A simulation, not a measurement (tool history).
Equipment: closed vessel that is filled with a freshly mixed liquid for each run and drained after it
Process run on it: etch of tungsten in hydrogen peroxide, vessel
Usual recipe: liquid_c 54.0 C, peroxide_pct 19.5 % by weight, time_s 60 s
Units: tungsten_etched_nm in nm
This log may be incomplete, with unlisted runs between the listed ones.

run,day,liquid_c,peroxide_pct,time_s,"read-back film thickness of the tungsten reference wafer, read on the same gauge (nm)",tungsten_etched_nm
1,0.000,54.0,19.5,60,69.99,123.96
2,0.283,54.0,19.5,60,69.99,125.45
3,0.917,54.0,19.5,60,70.00,122.93
4,1.988,54.0,19.5,60,70.01,124.88
5,2.271,54.0,19.5,60,70.00,124.33
6,2.629,54.0,19.5,60,69.98,123.38
7,2.900,54.0,19.5,60,69.98,124.46
8,3.483,54.0,19.5,60,70.01,123.98
9,4.229,54.0,19.5,60,70.04,123.73
10,4.588,54.0,19.5,60,70.01,123.77
11,5.146,54.0,19.5,60,70.01,123.92
12,5.429,54.0,19.5,60,69.98,125.00
13,5.992,54.0,19.5,60,69.99,124.48
14,6.317,54.0,19.5,60,70.00,123.86
15,6.738,57.0,24.0,60,70.03,163.88
16,7.042,54.0,19.5,60,69.98,124.92
17,8.771,54.0,19.5,45,69.97,93.62
18,9.275,46.0,16.5,60,70.02,69.68
19,9.775,54.0,19.5,60,70.01,123.48
20,11.675,59.5,13.5,30,70.01,70.58
21,12.392,51.5,24.0,95,70.00,189.54
22,13.138,54.0,19.5,60,69.99,123.26
23,13.596,54.0,15.0,80,70.02,144.90
24,13.992,54.0,16.0,60,70.00,112.19
25,14.412,59.0,17.5,45,70.00,117.60
26,15.129,54.0,19.5,60,70.02,122.33
27,15.754,46.0,17.5,60,69.98,72.35
28,16.442,57.0,19.5,60,70.01,148.58

Withheld: 4 entries from between the runs. Position of each, and hidden state at the listed run before versus the listed run after:
After run 16, before run 17: gauge calibrated (day 8.133)
  nothing in the hidden state changes from one run to the other
After run 18, before run 19: thermometer replaced (day 9.754)
  nothing in the hidden state changes from one run to the other
After run 20, before run 21: new drum of peroxide connected (day 11.917)
  nothing in the hidden state changes from one run to the other
After run 21, before run 22: peroxide flow meter replaced (day 13.050)
  nothing in the hidden state changes from one run to the other

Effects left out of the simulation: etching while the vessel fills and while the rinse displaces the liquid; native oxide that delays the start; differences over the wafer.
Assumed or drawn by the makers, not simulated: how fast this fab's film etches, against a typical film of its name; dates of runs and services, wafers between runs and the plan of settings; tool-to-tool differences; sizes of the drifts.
